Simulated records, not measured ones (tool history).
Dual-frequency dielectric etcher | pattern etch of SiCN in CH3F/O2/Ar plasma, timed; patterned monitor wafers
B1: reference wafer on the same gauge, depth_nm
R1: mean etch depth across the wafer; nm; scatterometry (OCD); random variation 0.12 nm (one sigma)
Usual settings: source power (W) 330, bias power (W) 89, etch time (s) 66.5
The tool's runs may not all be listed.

{"run": 1, "hour": 0.0, "source power (W)": 330, "bias power (W)": 80, "etch time (s)": 66.5, "B1": 21.83, "R1": 22.57}
{"hour": 47.5, "done": "wet clean of the chamber"}
{"run": 2, "hour": 48.0, "source power (W)": 330, "bias power (W)": 89, "etch time (s)": 66.5, "B1": 21.8, "R1": 23.91}
{"run": 3, "hour": 88.6, "source power (W)": 330, "bias power (W)": 89, "etch time (s)": 66.5, "B1": 21.79, "R1": 23.58}
{"run": 4, "hour": 148.4, "source power (W)": 330, "bias power (W)": 89, "etch time (s)": 66.5, "B1": 21.8, "R1": 23.77}
{"run": 5, "hour": 216.1, "source power (W)": 330, "bias power (W)": 89, "etch time (s)": 66.5, "B1": 21.8, "R1": 23.53}
{"run": 6, "hour": 265.6, "source power (W)": 330, "bias power (W)": 89, "etch time (s)": 66.5, "B1": 21.79, "R1": 23.92}
{"hour": 388.6, "done": "wet clean of the chamber"}
{"run": 7, "hour": 435.9, "source power (W)": 330, "bias power (W)": 89, "etch time (s)": 76.5, "B1": 21.81, "R1": 27.34}
{"run": 8, "hour": 504.4, "source power (W)": 330, "bias power (W)": 89, "etch time (s)": 76.5, "B1": 21.8, "R1": 27.12}
{"run": 9, "hour": 536.7, "source power (W)": 330, "bias power (W)": 89, "etch time (s)": 76.5, "B1": 21.8, "R1": 26.99}
{"run": 10, "hour": 578.1, "source power (W)": 330, "bias power (W)": 103, "etch time (s)": 66.5, "B1": 21.84, "R1": 24.91}
{"run": 11, "hour": 639.6, "source power (W)": 330, "bias power (W)": 99, "etch time (s)": 66.5, "B1": 21.82, "R1": 24.3}
{"hour": 697.1, "done": "wet clean of the chamber"}
{"run": 12, "hour": 697.6, "source power (W)": 330, "bias power (W)": 99, "etch time (s)": 66.5, "B1": 21.8, "R1": 24.43}
{"run": 13, "hour": 741.8, "source power (W)": 330, "bias power (W)": 81, "etch time (s)": 66.5, "B1": 21.81, "R1": 22.78}
{"run": 14, "hour": 766.5, "source power (W)": 380, "bias power (W)": 68, "etch time (s)": 54.5, "B1": 21.79, "R1": 18.27}
{"run": 15, "hour": 825.9, "source power (W)": 330, "bias power (W)": 89, "etch time (s)": 66.5, "B1": 21.81, "R1": 23.62}
{"run": 16, "hour": 869.7, "source power (W)": 330, "bias power (W)": 89, "etch time (s)": 66.5, "B1": 21.8, "R1": 23.5}
{"run": 17, "hour": 895.2, "source power (W)": 300, "bias power (W)": 111, "etch time (s)": 66.5, "B1": 21.79, "R1": 24.99}
{"run": 18, "hour": 924.9, "source power (W)": 380, "bias power (W)": 89, "etch time (s)": 47.5, "B1": 21.82, "R1": 17.61}
{"run": 19, "hour": 955.1, "source power (W)": 330, "bias power (W)": 89, "etch time (s)": 77.5, "B1": 21.81, "R1": 27.64}
{"hour": 1017.1, "done": "gauge calibrated"}
{"hour": 1031.9, "done": "wet clean of the chamber"}
{"run": 20, "hour": 1032.4, "source power (W)": 350, "bias power (W)": 89, "etch time (s)": 66.5, "B1": 21.8, "R1": 24.22}
{"hour": 1089.5, "done": "upper electrode replaced"}
{"run": 21, "hour": 1090.0, "source power (W)": 330, "bias power (W)": 89, "etch time (s)": 66.5, "B1": 21.79, "R1": 23.4}
{"hour": 1118.9, "done": "source power generator calibrated"}
{"run": 22, "hour": 1122.7, "source power (W)": 300, "bias power (W)": 95, "etch time (s)": 50.5, "B1": 21.78, "R1": 17.82}
{"run": 23, "hour": 1173.4, "source power (W)": 260, "bias power (W)": 83, "etch time (s)": 66.5, "B1": 21.82, "R1": 21.51}
{"hour": 1198.3, "done": "bias power generator calibrated"}
{"run": 24, "hour": 1359.8, "source power (W)": 300, "bias power (W)": 103, "etch time (s)": 80.5, "B1": 21.8, "R1": 29.42}
{"hour": 1411.5, "done": "wet clean of the chamber"}
{"run": 25, "hour": 1412.0, "source power (W)": 330, "bias power (W)": 89, "etch time (s)": 66.5, "B1": 21.79, "R1": 23.7}
{"run": 26, "hour": 1467.3, "source power (W)": 330, "bias power (W)": 89, "etch time (s)": 80.5, "B1": 21.8, "R1": 28.37}
{"run": 27, "hour": 1505.1, "source power (W)": 330, "bias power (W)": 89, "etch time (s)": 66.5, "B1": 21.8, "R1": 23.74}

What the log doesn't show, run by run:
etch rate over this chamber's usual, %: 0 in every run
source power that arrives over what is set, %: 0 in every run
bias power that arrives over what is set, %: 0 in every run
gauge reads high (%): 0 in every run
